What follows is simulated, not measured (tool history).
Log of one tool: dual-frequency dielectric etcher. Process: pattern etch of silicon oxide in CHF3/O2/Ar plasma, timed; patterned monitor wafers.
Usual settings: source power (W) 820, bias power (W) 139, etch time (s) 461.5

run     day  source power (W)  bias power (W)  etch time (s)  read-back reference wafer on the same gauge, depth_nm  mean etch depth across the wafer (nm)
  1       0               870             139          461.5                                                  859.1                                 1032.5
  2   9.362               820             139          461.5                                                  860.4                                 1014.5
     12.296  -- wet clean of the chamber
  3  12.742               970             139          461.5                                                  858.8                                 1075.2
  4  15.654               970             139          461.5                                                  860.8                                 1073.3
  5  19.854               970             139          461.5                                                    859                                 1078.5
  6  22.954               820             139            536                                                  859.9                                   1175
  7  26.083               820             139            536                                                  861.6                                 1167.6
  8   28.55               820             139            536                                                  859.1                                 1178.4
  9  31.271               820             139          354.5                                                  861.3                                  778.8
      33.05  -- source power generator calibrated
 10    34.2               820             139          354.5                                                  858.8                                  773.8
     36.025  -- gauge calibrated
      37.15  -- wet clean of the chamber
 11  38.096               820             139          461.5                                                  860.6                                 1017.6
 12  41.996               820             139          461.5                                                  861.8                                 1015.6
 13  44.317               970             105          461.5                                                  859.7                                  998.2
       46.1  -- upper electrode replaced
 14    50.2               820             139          461.5                                                    861                                 1011.1
 15  51.921               820             127            334                                                  859.6                                    714
 16  53.438               820             139          338.5                                                  859.8                                  743.1
 17  57.721               690             105          461.5                                                    860                                    887
     58.625  -- bias power generator calibrated
 18  61.671               820             169          386.5                                                  858.7                                  899.8
     63.979  -- wet clean of the chamber
 19  65.338               820             139          535.5                                                    859                                   1164
 20  68.442               820             139          461.5                                                  860.7                                 1012.5
 21  71.754               820             139          461.5                                                  860.3                                 1011.1

Run 22 comes next. What will it give?
 22  74.433               920             139          461.5                                                      ?                                      ?

{"run 22": {"read-back reference wafer on the same gauge, depth_nm": 859.8, "mean etch depth across the wafer (nm)": 1051.8}}
Without the tool's hidden state the same run would have given mean etch depth across the wafer (nm) 1051.8.
